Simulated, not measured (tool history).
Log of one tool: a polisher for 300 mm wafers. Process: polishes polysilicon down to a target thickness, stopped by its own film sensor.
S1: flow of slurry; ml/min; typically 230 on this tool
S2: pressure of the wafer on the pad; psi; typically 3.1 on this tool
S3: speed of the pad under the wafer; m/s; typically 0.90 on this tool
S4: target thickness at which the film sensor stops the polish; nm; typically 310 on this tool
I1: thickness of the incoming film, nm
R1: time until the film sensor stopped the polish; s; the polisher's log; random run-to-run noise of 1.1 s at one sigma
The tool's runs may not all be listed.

run   hour   S1   S2    S3   S4     I1     R1
  1    0.0  200  3.1  0.90  310  815.8   63.5
       6.5  -- worn pad replaced by a new one
  2   16.9  200  3.1  0.90  310  799.4   57.1
  3   23.6  230  3.1  0.90  310  797.5   55.9
  4   34.0  230  3.1  0.90  310  810.6   57.4
  5   50.5  230  3.1  0.90  310  810.3   58.7
  6   66.8  230  2.4  0.72  310  823.9   97.0
  7   81.0  230  2.4  0.72  310  805.3   94.3
      95.3  -- slurry nozzle cleaned
  8   97.9  230  2.4  0.72  310  820.4  101.0
  9  112.5  175  3.1  0.90  310  813.6   60.8
 10  122.9  175  3.1  0.90  310  805.2   63.0
     128.1  -- worn pad replaced by a new one
 11  138.8  205  3.1  0.74  310  814.1   72.5
     147.5  -- head pressure recalibrated
 12  156.5  205  3.1  0.74  310  811.7   72.2
 13  173.1  260  3.1  0.64  187  807.7   97.7
 14  179.9  300  2.1  0.74  482  803.1   66.3
 15  186.4  230  3.1  0.90  447  821.5   42.8
 16  193.2  230  3.1  0.76  310  808.6   68.6
 17  205.1  160  2.5  0.98  462  797.5   46.5
 18  212.9  175  3.1  0.90  310  820.4   62.5

The next listed run, before its measurement:
 19  229.2  165  3.1  1.14  310  819.9   ?

R1: 51.5 s
With the hidden condition absent and the run-to-run variation left alone, this run would have shown R1 48.0 s.
